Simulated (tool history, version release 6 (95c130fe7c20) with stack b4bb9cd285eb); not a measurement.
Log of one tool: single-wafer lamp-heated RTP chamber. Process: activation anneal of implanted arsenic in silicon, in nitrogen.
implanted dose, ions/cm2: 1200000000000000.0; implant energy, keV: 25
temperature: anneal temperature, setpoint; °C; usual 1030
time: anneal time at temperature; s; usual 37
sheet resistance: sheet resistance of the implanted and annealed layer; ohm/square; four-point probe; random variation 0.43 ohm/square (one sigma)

run,day,temperature,time,wafers since the last listed run,wafers since the last pyrometer calibration,wafers since the reflector plate was cleaned,hours since the gauge calibration,"read-back reference wafer on the same gauge, sheet resistance",sheet resistance
1,0.000,1030,37,0,1335,13173,196.8,90.00,99.45
2,0.625,1030,37,128,1463,13301,211.8,89.95,98.62
3,1.054,1030,37,88,1551,13390,222.1,89.96,98.88
4,1.579,1030,25,107,1659,13497,234.7,90.00,101.87
5,2.092,1030,37,105,1764,13603,247.0,90.12,98.76
# day 3.404: gauge calibrated
6,3.850,1030,37,361,2125,13964,10.7,89.95,98.95
7,4.467,1030,37,126,2252,14090,25.5,90.04,97.60
8,5.000,1030,37,109,2361,14200,38.3,89.94,99.07
9,5.608,1030,37,124,2486,14325,52.9,90.03,98.31
10,6.317,1030,21,145,2632,14470,69.9,89.93,102.26
11,6.838,1030,21,106,2739,14577,82.4,90.08,103.84
12,7.242,1030,37,82,2822,14660,92.1,90.03,97.35
13,7.967,1030,37,148,2970,14809,109.5,90.08,98.50
14,8.579,1030,37,125,3096,14935,124.2,89.96,97.88
15,9.062,1046,37,99,3195,15034,135.8,90.02,94.03
16,9.612,1044,47,112,3308,15147,149.0,90.06,93.21
17,10.150,1044,47,110,3419,15257,161.9,90.02,92.66
# day 10.562: pyrometer window cleaned and pyrometer calibrated
18,10.804,1020,28,65,49,15323,177.6,89.91,104.76
# day 11.750: reflector plate cleaned
19,11.771,1030,37,130,179,4,200.8,89.96,99.63
20,11.846,1004,37,15,194,20,202.6,90.11,105.69
21,12.383,1058,21,110,305,130,215.5,90.09,98.93
22,12.992,1030,37,124,430,255,230.1,90.07,100.00
23,13.317,1015,26,66,496,321,237.9,90.08,105.55
24,14.054,1015,45,151,648,473,255.6,89.92,101.04
25,14.758,1048,31,144,792,617,272.5,89.95,97.84
# day 15.004: gauge calibrated
26,15.238,1017,57,98,891,716,5.6,90.12,98.79
27,15.750,1053,37,105,996,821,17.9,89.86,94.23
28,16.271,1030,37,106,1103,928,30.4,89.96,99.06
29,16.812,1030,37,111,1214,1039,43.4,89.98,99.95
30,17.292,1038,57,98,1312,1138,54.9,89.93,94.39
31,17.808,1030,55,106,1418,1244,67.3,90.01,95.63
32,18.317,1014,54,104,1523,1348,79.5,90.13,99.86
33,18.629,1002,54,64,1587,1412,87.0,89.93,100.77
34,19.871,1030,52,254,1842,1667,116.8,89.99,95.76

Forecast each of these 5 alternatives for the next run:
A,19.888,1030,37,3,1845,1671,117.2,?,?
B,19.888,1046,21,3,1845,1671,117.2,?,?
C,19.888,1019,56,3,1845,1671,117.2,?,?
D,19.888,1057,54,3,1845,1671,117.2,?,?
E,19.888,1042,43,3,1845,1671,117.2,?,?

run,"read-back reference wafer on the same gauge, sheet resistance",sheet resistance
A,90.02,98.73
B,90.02,100.53
C,90.02,97.39
D,90.02,90.45
E,90.02,95.12
Without the tool's hidden state the same runs would have given:
run,sheet resistance
A,100.45
B,102.18
C,99.18
D,92.00
E,96.77

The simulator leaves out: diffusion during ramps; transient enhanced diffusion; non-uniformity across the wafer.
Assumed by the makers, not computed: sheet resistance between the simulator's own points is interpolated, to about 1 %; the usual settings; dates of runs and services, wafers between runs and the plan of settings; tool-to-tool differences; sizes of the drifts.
